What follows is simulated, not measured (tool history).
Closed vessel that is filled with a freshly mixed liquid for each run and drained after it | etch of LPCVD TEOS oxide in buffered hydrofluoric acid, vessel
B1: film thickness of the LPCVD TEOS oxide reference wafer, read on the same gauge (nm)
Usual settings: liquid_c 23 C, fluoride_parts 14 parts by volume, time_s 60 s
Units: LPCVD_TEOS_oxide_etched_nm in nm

run 1 hour=0 | liquid_c=23 fluoride_parts=14 time_s=60 | B1=70.02 | LPCVD_TEOS_oxide_etched_nm=118.32
run 2 hour=80 | liquid_c=23 fluoride_parts=14 time_s=60 | B1=69.97 | LPCVD_TEOS_oxide_etched_nm=118.25
run 3 hour=186.3 | liquid_c=23 fluoride_parts=14 time_s=60 | B1=69.99 | LPCVD_TEOS_oxide_etched_nm=118.85
run 4 hour=243.2 | liquid_c=23 fluoride_parts=14 time_s=60 | B1=69.99 | LPCVD_TEOS_oxide_etched_nm=117.71
-- hour=296.8 hydrofluoric acid flow meter replaced
run 5 hour=343.2 | liquid_c=23 fluoride_parts=14 time_s=60 | B1=70 | LPCVD_TEOS_oxide_etched_nm=117.34
run 6 hour=409.9 | liquid_c=23 fluoride_parts=14 time_s=60 | B1=70.02 | LPCVD_TEOS_oxide_etched_nm=118.54
run 7 hour=498.1 | liquid_c=23 fluoride_parts=14 time_s=60 | B1=69.99 | LPCVD_TEOS_oxide_etched_nm=119.11
run 8 hour=570.1 | liquid_c=24.5 fluoride_parts=17 time_s=60 | B1=70 | LPCVD_TEOS_oxide_etched_nm=107.47
-- hour=824.7 thermometer replaced
run 9 hour=870.7 | liquid_c=23 fluoride_parts=14 time_s=60 | B1=70.01 | LPCVD_TEOS_oxide_etched_nm=112.22
run 10 hour=953.4 | liquid_c=27.5 fluoride_parts=16 time_s=30 | B1=69.99 | LPCVD_TEOS_oxide_etched_nm=62.34
-- hour=956.1 hydrofluoric acid flow meter replaced
-- hour=976.3 gauge calibrated
run 11 hour=1006.7 | liquid_c=26.5 fluoride_parts=14 time_s=60 | B1=70.01 | LPCVD_TEOS_oxide_etched_nm=136.11
run 12 hour=1078.9 | liquid_c=19 fluoride_parts=12 time_s=30 | B1=70 | LPCVD_TEOS_oxide_etched_nm=52.57
run 13 hour=1286.8 | liquid_c=21.5 fluoride_parts=11.5 time_s=30 | B1=70 | LPCVD_TEOS_oxide_etched_nm=63.44
run 14 hour=1370.3 | liquid_c=18.5 fluoride_parts=16.5 time_s=95 | B1=70 | LPCVD_TEOS_oxide_etched_nm=119.02
run 15 hour=1606.5 | liquid_c=20 fluoride_parts=18 time_s=80 | B1=69.99 | LPCVD_TEOS_oxide_etched_nm=103
-- hour=1701 hydrofluoric acid flow meter replaced
run 16 hour=1709.3 | liquid_c=20 fluoride_parts=18 time_s=80 | B1=70 | LPCVD_TEOS_oxide_etched_nm=102.23
run 17 hour=1746.7 | liquid_c=23 fluoride_parts=14 time_s=60 | B1=70.01 | LPCVD_TEOS_oxide_etched_nm=116.65

Forecast each of these 3 alternatives for the next run:
run A hour=1747.4 | liquid_c=23 fluoride_parts=14 time_s=60 | B1=? | LPCVD_TEOS_oxide_etched_nm=?
run B hour=1747.4 | liquid_c=25 fluoride_parts=14 time_s=80 | B1=? | LPCVD_TEOS_oxide_etched_nm=?
run C hour=1747.4 | liquid_c=20.5 fluoride_parts=14 time_s=60 | B1=? | LPCVD_TEOS_oxide_etched_nm=?

run=A B1=70.01 LPCVD_TEOS_oxide_etched_nm=117.47
run=B B1=70.01 LPCVD_TEOS_oxide_etched_nm=174.61
run=C B1=70.01 LPCVD_TEOS_oxide_etched_nm=102.35
Without the tool's hidden state the same runs would have given:
run=A LPCVD_TEOS_oxide_etched_nm=112.74
run=B LPCVD_TEOS_oxide_etched_nm=167.66
run=C LPCVD_TEOS_oxide_etched_nm=98.16
